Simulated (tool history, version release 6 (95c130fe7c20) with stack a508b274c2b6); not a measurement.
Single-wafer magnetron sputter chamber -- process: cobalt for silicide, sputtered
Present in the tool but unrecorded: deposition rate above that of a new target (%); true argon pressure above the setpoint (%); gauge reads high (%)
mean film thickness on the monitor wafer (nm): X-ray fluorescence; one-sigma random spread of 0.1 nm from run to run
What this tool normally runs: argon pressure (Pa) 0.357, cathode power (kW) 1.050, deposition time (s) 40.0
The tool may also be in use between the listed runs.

run,hour,argon pressure (Pa),cathode power (kW),deposition time (s),wafers since the last listed run,wafers on the sputter target,hours since the last manometer calibration,hours since the magnet pack was replaced,hours since the gauge calibration,"read-back reference wafer on the same gauge, thickness_nm",mean film thickness on the monitor wafer (nm)
1,0.0,0.464,1.050,40.0,0,9043,2135.0,7162.5,1323.7,25.588,21.151
# hour 21.7: sputter target and shields replaced
2,34.4,0.357,0.950,42.6,709,341,2169.4,7196.9,1358.1,25.599,21.236
3,64.4,0.357,0.950,42.6,805,1147,2199.4,7226.9,1388.1,25.590,21.232
4,107.2,0.357,1.050,40.0,1149,2297,2242.2,7269.7,1430.9,25.627,22.178
5,155.1,0.357,1.050,40.0,1286,3584,2290.1,7317.6,1478.8,25.572,22.020
6,247.3,0.357,1.050,40.0,2477,6061,2382.3,7409.8,1571.0,25.565,21.991
7,294.6,0.357,1.050,40.0,1270,7332,2429.6,7457.1,1618.3,25.590,22.081
8,333.4,0.357,1.050,40.0,1042,8374,2468.4,7495.9,1657.1,25.645,21.933
9,397.8,0.357,1.050,40.0,1730,10104,2532.8,7560.3,1721.5,25.581,21.944
10,433.7,0.357,1.050,40.0,964,11069,2568.7,7596.2,1757.4,25.619,22.006
# hour 468.1: sputter target and shields replaced
11,501.1,0.302,1.050,40.0,1595,885,2636.1,7663.6,1824.8,25.603,22.504
# hour 535.6: magnet pack replaced, of another model than before
12,560.3,0.302,1.050,40.0,1375,2261,2695.3,24.7,1884.0,25.562,22.955
13,627.7,0.391,1.050,40.0,1810,4072,2762.7,92.1,1951.4,25.616,21.983
# hour 673.7: capacitance manometer re-zeroed and calibrated
14,689.9,0.357,1.050,40.0,1456,5528,16.2,154.3,2013.6,25.599,21.482
# hour 700.9: gauge calibrated
15,736.3,0.357,1.050,40.0,1246,6774,62.6,200.7,35.4,25.600,21.438
16,782.8,0.357,1.050,40.0,1249,8024,109.1,247.2,81.9,25.554,21.516
17,826.3,0.485,1.250,43.1,1168,9192,152.6,290.7,125.4,25.625,25.038
# hour 843.8: sputter target and shields replaced
18,878.4,0.233,0.900,33.9,1184,930,204.7,342.8,177.5,25.572,17.248
19,1090.8,0.308,1.050,40.0,5706,6636,417.1,555.2,389.9,25.547,22.547
20,1149.0,0.496,1.050,40.0,1563,8200,475.3,613.4,448.1,25.622,19.877
21,1218.2,0.497,0.800,40.0,1859,10059,544.5,682.6,517.3,25.583,15.138
22,1248.1,0.394,1.050,44.1,803,10862,574.4,712.5,547.2,25.599,23.513
# hour 1296.2: sputter target and shields replaced
23,1314.7,0.217,1.050,40.0,1574,497,641.0,779.1,613.8,25.580,24.134
24,1356.0,0.357,1.050,40.0,1109,1607,682.3,820.4,655.1,25.589,21.847
25,1396.0,0.357,1.050,40.0,1074,2681,722.3,860.4,695.1,25.555,22.055
26,1452.6,0.357,1.000,40.0,1520,4202,778.9,917.0,751.7,25.606,20.836
27,1497.2,0.357,0.900,33.7,1198,5400,823.5,961.6,796.3,25.645,15.859
28,1532.7,0.291,0.900,40.0,953,6354,859.0,997.1,831.8,25.586,19.592
29,1570.7,0.285,1.150,32.5,1020,7375,897.0,1035.1,869.8,25.574,20.206
30,1595.3,0.357,0.950,40.0,660,8036,921.6,1059.7,894.4,25.629,19.878
31,1648.6,0.357,1.050,40.0,1431,9468,974.9,1113.0,947.7,25.597,21.916
# hour 1681.9: sputter target and shields replaced
32,1689.8,0.357,1.150,45.6,891,213,1016.1,1154.2,988.9,25.632,27.528
33,1725.7,0.357,1.250,35.6,964,1177,1052.0,1190.1,1024.8,25.586,23.526
34,1797.4,0.357,0.900,35.5,1926,3103,1123.7,1261.8,1096.5,25.603,16.737
35,1864.0,0.357,1.050,40.0,1789,4893,1190.3,1328.4,1163.1,25.632,22.022

Alternative continuations, all from the tool just after run 35; predict every row:
A,1864.4,0.357,1.050,46.4,10,4903,1190.7,1328.8,1163.5,?,?
B,1864.4,0.357,0.950,45.9,10,4903,1190.7,1328.8,1163.5,?,?
C,1864.4,0.357,1.050,45.5,10,4903,1190.7,1328.8,1163.5,?,?

run,"read-back reference wafer on the same gauge, thickness_nm",mean film thickness on the monitor wafer (nm)
A,25.554,25.748
B,25.554,23.045
C,25.554,25.249
Had the tool no hidden state, the same runs would have come out as:
run,mean film thickness on the monitor wafer (nm)
A,25.013
B,22.387
C,24.528
